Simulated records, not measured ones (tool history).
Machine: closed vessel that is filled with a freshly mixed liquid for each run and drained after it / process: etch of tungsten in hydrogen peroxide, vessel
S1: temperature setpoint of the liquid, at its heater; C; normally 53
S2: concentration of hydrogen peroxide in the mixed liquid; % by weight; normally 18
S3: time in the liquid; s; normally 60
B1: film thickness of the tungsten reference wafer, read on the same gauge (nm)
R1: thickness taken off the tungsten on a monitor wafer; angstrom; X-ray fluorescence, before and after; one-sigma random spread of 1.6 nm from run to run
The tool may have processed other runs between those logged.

run 1 day=0 | S1=53 S2=22.5 S3=35 | B1=59.98 | R1=1331.9
run 2 day=3.771 | S1=53 S2=22.5 S3=35 | B1=60.01 | R1=1309.9
-- day=8.379 new drum of peroxide connected
run 3 day=10.025 | S1=53 S2=18 S3=40 | B1=60 | R1=1404.4
run 4 day=13.946 | S1=53 S2=18 S3=40 | B1=60 | R1=1379.6
run 5 day=16.671 | S1=53 S2=18 S3=40 | B1=59.99 | R1=1381.8
run 6 day=29.058 | S1=53 S2=18 S3=60 | B1=60.01 | R1=2044.9
run 7 day=31.225 | S1=53 S2=18 S3=60 | B1=60 | R1=2017.1
-- day=33.629 new drum of peroxide connected
-- day=34.442 peroxide flow meter replaced
run 8 day=34.788 | S1=53 S2=18 S3=60 | B1=60 | R1=2109.5
run 9 day=38.508 | S1=53 S2=18 S3=60 | B1=59.98 | R1=2060.5
run 10 day=41.304 | S1=53 S2=18 S3=60 | B1=59.97 | R1=2057.3
run 11 day=42.967 | S1=53 S2=18 S3=60 | B1=59.98 | R1=2041.5
run 12 day=55.204 | S1=53 S2=18 S3=60 | B1=60 | R1=1997.5
run 13 day=57.725 | S1=53 S2=18 S3=60 | B1=59.99 | R1=2004.6
run 14 day=59.783 | S1=53 S2=18 S3=60 | B1=60 | R1=1985.8
-- day=60.742 new drum of peroxide connected
run 15 day=61.821 | S1=53 S2=18 S3=60 | B1=60.01 | R1=2128.3
-- day=65.025 thermometer replaced
run 16 day=65.138 | S1=48 S2=18 S3=80 | B1=60.01 | R1=2045.3
run 17 day=69.083 | S1=53 S2=18 S3=60 | B1=60 | R1=2090
run 18 day=70.708 | S1=53 S2=18 S3=60 | B1=60.01 | R1=2043.8
-- day=72.462 gauge calibrated
run 19 day=74.638 | S1=53 S2=18 S3=70 | B1=60.01 | R1=2430.1
run 20 day=77.604 | S1=53 S2=18 S3=75 | B1=60.01 | R1=2533.9
run 21 day=79.283 | S1=44.5 S2=18 S3=70 | B1=59.98 | R1=1402.5
run 22 day=80.938 | S1=49 S2=18 S3=75 | B1=60 | R1=1975.7
run 23 day=85.367 | S1=53 S2=18 S3=75 | B1=60 | R1=2518.7
run 24 day=87.8 | S1=57 S2=13.5 S3=45 | B1=60 | R1=1627.4
run 25 day=91.571 | S1=57.5 S2=22 S3=60 | B1=60.02 | R1=2869.9
-- day=91.658 new drum of peroxide connected
run 26 day=95.179 | S1=53 S2=14.5 S3=90 | B1=59.99 | R1=2796.1
-- day=95.275 peroxide flow meter replaced
run 27 day=99.042 | S1=49 S2=13 S3=60 | B1=59.97 | R1=1374.4
run 28 day=103.5 | S1=53 S2=18 S3=60 | B1=59.98 | R1=2053.1
run 29 day=114.25 | S1=53 S2=18 S3=50 | B1=60 | R1=1676.6

Results for each run, recomputed without the tool's hidden state and with each run's random variation untouched:
The hidden state here: liquid hotter than its thermometer reads (K); peroxide flow above the setpoint (%); peroxide weaker than its label (%); gauge reads high (%).
run=1 R1=1364.6
run=2 R1=1350
run=3 R1=1409.7
run=4 R1=1393
run=5 R1=1401
run=6 R1=2113.5
run=7 R1=2092
run=8 R1=2117.3
run=9 R1=2079.6
run=10 R1=2085.1
run=11 R1=2074.4
run=12 R1=2068.8
run=13 R1=2084.4
run=14 R1=2071.7
run=15 R1=2134.5
run=16 R1=2061.4
run=17 R1=2119.1
run=18 R1=2077.3
run=19 R1=2485
run=20 R1=2603.1
run=21 R1=1444.7
run=22 R1=2040.4
run=23 R1=2619.5
run=24 R1=1699.2
run=25 R1=3014.8
run=26 R1=2816.1
run=27 R1=1392.3
run=28 R1=2094.2
run=29 R1=1739.2
